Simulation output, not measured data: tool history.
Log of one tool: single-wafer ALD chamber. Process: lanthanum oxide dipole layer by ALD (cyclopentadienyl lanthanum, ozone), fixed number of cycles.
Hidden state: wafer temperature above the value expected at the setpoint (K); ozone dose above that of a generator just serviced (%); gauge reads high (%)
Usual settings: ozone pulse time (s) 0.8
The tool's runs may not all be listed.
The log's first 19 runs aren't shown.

run      day  ozone pulse time (s)  wafers since the last listed run  hours since the last thermocouple change  hours since the last ozone generator service  hours since the showerhead was replaced  hours since the gauge calibration  read-back reference wafer on the same gauge, thickness_nm  mean film thickness on the monitor wafer (angstrom)
 20   68.962                  1.05                              1373                                     506.9                                         497.2                                    634.7                              258.8                                                      0.529                                                 5.35
 21   71.358                  0.71                              1112                                     564.4                                         554.7                                    692.2                              316.3                                                      0.529                                                 4.63
 22   74.683                   0.8                              1543                                     644.2                                         634.5                                      772                              396.1                                                      0.529                                                 4.84
 23   78.512                   0.6                              1777                                     736.1                                         726.4                                    863.9                                488                                                      0.529                                                 4.24
 24   80.542                  0.57                               942                                     784.8                                         775.1                                    912.6                              536.7                                                      0.529                                                 4.13
 25   84.096                  1.11                              1650                                     870.1                                         860.4                                    997.9                                622                                                      0.529                                                 5.43
 26   87.771                  0.49                              1706                                     958.3                                         948.6                                   1086.1                              710.2                                                      0.529                                                 3.77
      90.829  -- ozone generator serviced
 27   91.838                  0.53                              1733                                    1055.9                                          24.2                                   1183.7                              807.8                                                      0.529                                                 4.04
 28  100.358                  0.99                              3956                                    1260.4                                         228.7                                   1388.2                             1012.3                                                      0.529                                                 5.27
 29  103.088                  0.52                              1267                                    1325.9                                         294.2                                   1453.7                             1077.8                                                      0.529                                                 3.97
 30  106.896                  0.98                              1768                                    1417.3                                         385.6                                   1545.1                             1169.2                                                      0.529                                                 5.19
 31  111.354                   0.8                              2069                                    1524.3                                         492.6                                   1652.1                             1276.2                                                      0.529                                                 4.85

The next listed run, before its measurement:
 32  115.55                  0.96                              1948                                      1625                                         593.3                                   1752.8                             1376.9                                                          ?                                                    ?

Run 32 gave read-back reference wafer on the same gauge, thickness_nm 0.529, mean film thickness on the monitor wafer (angstrom) 5.17.
Without the tool's hidden state the same run would have given mean film thickness on the monitor wafer (angstrom) 5.24.

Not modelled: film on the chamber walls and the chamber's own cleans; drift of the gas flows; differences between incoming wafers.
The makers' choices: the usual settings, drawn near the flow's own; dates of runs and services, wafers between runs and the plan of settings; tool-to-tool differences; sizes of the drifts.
